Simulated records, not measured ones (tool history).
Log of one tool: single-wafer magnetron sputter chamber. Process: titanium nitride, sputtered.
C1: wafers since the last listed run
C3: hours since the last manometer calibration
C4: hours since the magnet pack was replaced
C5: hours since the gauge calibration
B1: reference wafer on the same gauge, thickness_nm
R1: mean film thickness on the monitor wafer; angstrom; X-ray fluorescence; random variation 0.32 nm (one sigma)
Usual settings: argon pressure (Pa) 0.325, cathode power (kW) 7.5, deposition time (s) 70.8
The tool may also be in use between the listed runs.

{"run": 1, "hour": 0.0, "argon pressure (Pa)": 0.325, "cathode power (kW)": 7.5, "deposition time (s)": 70.8, "C1": 0, "wafers on the sputter target": 890, "C3": 832.3, "C4": 7488.6, "C5": 2086, "B1": 110.423, "R1": 975.26}
{"run": 2, "hour": 33.5, "argon pressure (Pa)": 0.325, "cathode power (kW)": 7.5, "deposition time (s)": 70.8, "C1": 462, "wafers on the sputter target": 1353, "C3": 865.8, "C4": 7522.1, "C5": 2119.5, "B1": 110.352, "R1": 974.66}
{"run": 3, "hour": 103.2, "argon pressure (Pa)": 0.325, "cathode power (kW)": 7.5, "deposition time (s)": 70.8, "C1": 962, "wafers on the sputter target": 2316, "C3": 935.5, "C4": 7591.8, "C5": 2189.2, "B1": 110.442, "R1": 973.82}
{"run": 4, "hour": 169.1, "argon pressure (Pa)": 0.325, "cathode power (kW)": 7.5, "deposition time (s)": 70.8, "C1": 910, "wafers on the sputter target": 3226, "C3": 1001.4, "C4": 7657.7, "C5": 2255.1, "B1": 110.418, "R1": 981.66}
{"run": 5, "hour": 214.9, "argon pressure (Pa)": 0.325, "cathode power (kW)": 7.5, "deposition time (s)": 70.8, "C1": 632, "wafers on the sputter target": 3859, "C3": 1047.2, "C4": 7703.5, "C5": 2300.9, "B1": 110.456, "R1": 978.27}
{"run": 6, "hour": 244.8, "argon pressure (Pa)": 0.325, "cathode power (kW)": 7.5, "deposition time (s)": 70.8, "C1": 413, "wafers on the sputter target": 4272, "C3": 1077.1, "C4": 7733.4, "C5": 2330.8, "B1": 110.462, "R1": 973.38}
{"hour": 263.3, "done": "gauge calibrated"}
{"run": 7, "hour": 270.9, "argon pressure (Pa)": 0.325, "cathode power (kW)": 7.5, "deposition time (s)": 70.8, "C1": 360, "wafers on the sputter target": 4633, "C3": 1103.2, "C4": 7759.5, "C5": 7.6, "B1": 110.5, "R1": 977.39}
{"hour": 322.9, "done": "sputter target and shields replaced"}
{"run": 8, "hour": 334.4, "argon pressure (Pa)": 0.325, "cathode power (kW)": 7.5, "deposition time (s)": 70.8, "C1": 766, "wafers on the sputter target": 158, "C3": 1166.7, "C4": 7823, "C5": 71.1, "B1": 110.406, "R1": 974.5}
{"run": 9, "hour": 396.4, "argon pressure (Pa)": 0.325, "cathode power (kW)": 7.5, "deposition time (s)": 70.8, "C1": 856, "wafers on the sputter target": 1014, "C3": 1228.7, "C4": 7885, "C5": 133.1, "B1": 110.457, "R1": 972.96}
{"run": 10, "hour": 450.2, "argon pressure (Pa)": 0.325, "cathode power (kW)": 7.5, "deposition time (s)": 70.8, "C1": 743, "wafers on the sputter target": 1758, "C3": 1282.5, "C4": 7938.8, "C5": 186.9, "B1": 110.284, "R1": 970.86}
{"run": 11, "hour": 519.8, "argon pressure (Pa)": 0.325, "cathode power (kW)": 7.5, "deposition time (s)": 70.8, "C1": 961, "wafers on the sputter target": 2719, "C3": 1352.1, "C4": 8008.4, "C5": 256.5, "B1": 110.448, "R1": 973.19}
{"run": 12, "hour": 549.4, "argon pressure (Pa)": 0.325, "cathode power (kW)": 7.5, "deposition time (s)": 70.8, "C1": 408, "wafers on the sputter target": 3128, "C3": 1381.7, "C4": 8038, "C5": 286.1, "B1": 110.444, "R1": 974.9}
{"hour": 558.2, "done": "magnet pack replaced"}
{"hour": 585.3, "done": "capacitance manometer re-zeroed and calibrated"}
{"run": 13, "hour": 585.8, "argon pressure (Pa)": 0.325, "cathode power (kW)": 6.35, "deposition time (s)": 60.4, "C1": 281, "wafers on the sputter target": 3410, "C3": 0.5, "C4": 27.6, "C5": 322.5, "B1": 110.553, "R1": 725.69}
{"run": 14, "hour": 623.7, "argon pressure (Pa)": 0.325, "cathode power (kW)": 6.35, "deposition time (s)": 60.4, "C1": 523, "wafers on the sputter target": 3934, "C3": 38.4, "C4": 65.5, "C5": 360.4, "B1": 110.392, "R1": 720.83}
{"run": 15, "hour": 672.8, "argon pressure (Pa)": 0.205, "cathode power (kW)": 7.5, "deposition time (s)": 77.6, "C1": 678, "wafers on the sputter target": 4612, "C3": 87.5, "C4": 114.6, "C5": 409.5, "B1": 110.383, "R1": 1122.4}
{"run": 16, "hour": 699.9, "argon pressure (Pa)": 0.325, "cathode power (kW)": 7.5, "deposition time (s)": 70.8, "C1": 374, "wafers on the sputter target": 4987, "C3": 114.6, "C4": 141.7, "C5": 436.6, "B1": 110.354, "R1": 981.77}
{"hour": 753.2, "done": "sputter target and shields replaced"}
{"run": 17, "hour": 756.3, "argon pressure (Pa)": 0.405, "cathode power (kW)": 6, "deposition time (s)": 61.4, "C1": 668, "wafers on the sputter target": 42, "C3": 171, "C4": 198.1, "C5": 493, "B1": 110.391, "R1": 674.35}
{"run": 18, "hour": 783.0, "argon pressure (Pa)": 0.393, "cathode power (kW)": 6.15, "deposition time (s)": 57, "C1": 368, "wafers on the sputter target": 411, "C3": 197.7, "C4": 224.8, "C5": 519.7, "B1": 110.33, "R1": 643.49}
{"run": 19, "hour": 832.9, "argon pressure (Pa)": 0.325, "cathode power (kW)": 7.5, "deposition time (s)": 70.8, "C1": 689, "wafers on the sputter target": 1100, "C3": 247.6, "C4": 274.7, "C5": 569.6, "B1": 110.373, "R1": 975.45}
{"run": 20, "hour": 864.2, "argon pressure (Pa)": 0.325, "cathode power (kW)": 8.5, "deposition time (s)": 60.2, "C1": 432, "wafers on the sputter target": 1533, "C3": 278.9, "C4": 306, "C5": 600.9, "B1": 110.465, "R1": 925.28}
{"run": 21, "hour": 926.9, "argon pressure (Pa)": 0.229, "cathode power (kW)": 8.45, "deposition time (s)": 60.7, "C1": 866, "wafers on the sputter target": 2399, "C3": 341.6, "C4": 368.7, "C5": 663.6, "B1": 110.529, "R1": 970.08}
{"run": 22, "hour": 953.8, "argon pressure (Pa)": 0.325, "cathode power (kW)": 7.5, "deposition time (s)": 70.8, "C1": 371, "wafers on the sputter target": 2771, "C3": 368.5, "C4": 395.6, "C5": 690.5, "B1": 110.347, "R1": 976.1}
{"run": 23, "hour": 1018.4, "argon pressure (Pa)": 0.325, "cathode power (kW)": 7.5, "deposition time (s)": 82.1, "C1": 892, "wafers on the sputter target": 3663, "C3": 433.1, "C4": 460.2, "C5": 755.1, "B1": 110.34, "R1": 1131.73}
{"run": 24, "hour": 1077.0, "argon pressure (Pa)": 0.206, "cathode power (kW)": 8.45, "deposition time (s)": 70.8, "C1": 809, "wafers on the sputter target": 4473, "C3": 491.7, "C4": 518.8, "C5": 813.7, "B1": 110.545, "R1": 1141.79}
{"run": 25, "hour": 1110.8, "argon pressure (Pa)": 0.434, "cathode power (kW)": 9.05, "deposition time (s)": 78.4, "C1": 466, "wafers on the sputter target": 4940, "C3": 525.5, "C4": 552.6, "C5": 847.5, "B1": 110.354, "R1": 1223.52}
{"run": 26, "hour": 1152.0, "argon pressure (Pa)": 0.325, "cathode power (kW)": 7.5, "deposition time (s)": 70.8, "C1": 569, "wafers on the sputter target": 5509, "C3": 566.7, "C4": 593.8, "C5": 888.7, "B1": 110.47, "R1": 977.67}
{"hour": 1180.4, "done": "sputter target and shields replaced"}
{"run": 27, "hour": 1211.1, "argon pressure (Pa)": 0.244, "cathode power (kW)": 6.75, "deposition time (s)": 79.4, "C1": 706, "wafers on the sputter target": 424, "C3": 625.8, "C4": 652.9, "C5": 947.8, "B1": 110.328, "R1": 1034.83}
{"run": 28, "hour": 1259.4, "argon pressure (Pa)": 0.325, "cathode power (kW)": 7.5, "deposition time (s)": 70.8, "C1": 667, "wafers on the sputter target": 1092, "C3": 674.1, "C4": 701.2, "C5": 996.1, "B1": 110.304, "R1": 973.33}
{"run": 29, "hour": 1310.4, "argon pressure (Pa)": 0.325, "cathode power (kW)": 7.5, "deposition time (s)": 64.9, "C1": 704, "wafers on the sputter target": 1796, "C3": 725.1, "C4": 752.2, "C5": 1047.1, "B1": 110.429, "R1": 895.14}
{"run": 30, "hour": 1377.0, "argon pressure (Pa)": 0.2, "cathode power (kW)": 6.6, "deposition time (s)": 70.8, "C1": 920, "wafers on the sputter target": 2716, "C3": 791.7, "C4": 818.8, "C5": 1113.7, "B1": 110.468, "R1": 918.17}
{"run": 31, "hour": 1401.5, "argon pressure (Pa)": 0.287, "cathode power (kW)": 8.75, "deposition time (s)": 70.8, "C1": 338, "wafers on the sputter target": 3055, "C3": 816.2, "C4": 843.3, "C5": 1138.2, "B1": 110.432, "R1": 1137.95}
{"run": 32, "hour": 1426.6, "argon pressure (Pa)": 0.43, "cathode power (kW)": 6.8, "deposition time (s)": 80.1, "C1": 346, "wafers on the sputter target": 3402, "C3": 841.3, "C4": 868.4, "C5": 1163.3, "B1": 110.464, "R1": 968.9}
{"run": 33, "hour": 1495.1, "argon pressure (Pa)": 0.325, "cathode power (kW)": 7.5, "deposition time (s)": 70.8, "C1": 946, "wafers on the sputter target": 4348, "C3": 909.8, "C4": 936.9, "C5": 1231.8, "B1": 110.344, "R1": 976.35}
{"run": 34, "hour": 1527.8, "argon pressure (Pa)": 0.325, "cathode power (kW)": 8.9, "deposition time (s)": 70.8, "C1": 451, "wafers on the sputter target": 4800, "C3": 942.5, "C4": 969.6, "C5": 1264.5, "B1": 110.407, "R1": 1141.06}

The tool's hidden state at each run:
deposition rate above that of a new target (%): 0 in every run
true argon pressure above the setpoint (%): 0 in every run
gauge reads high (%): 0 in every run
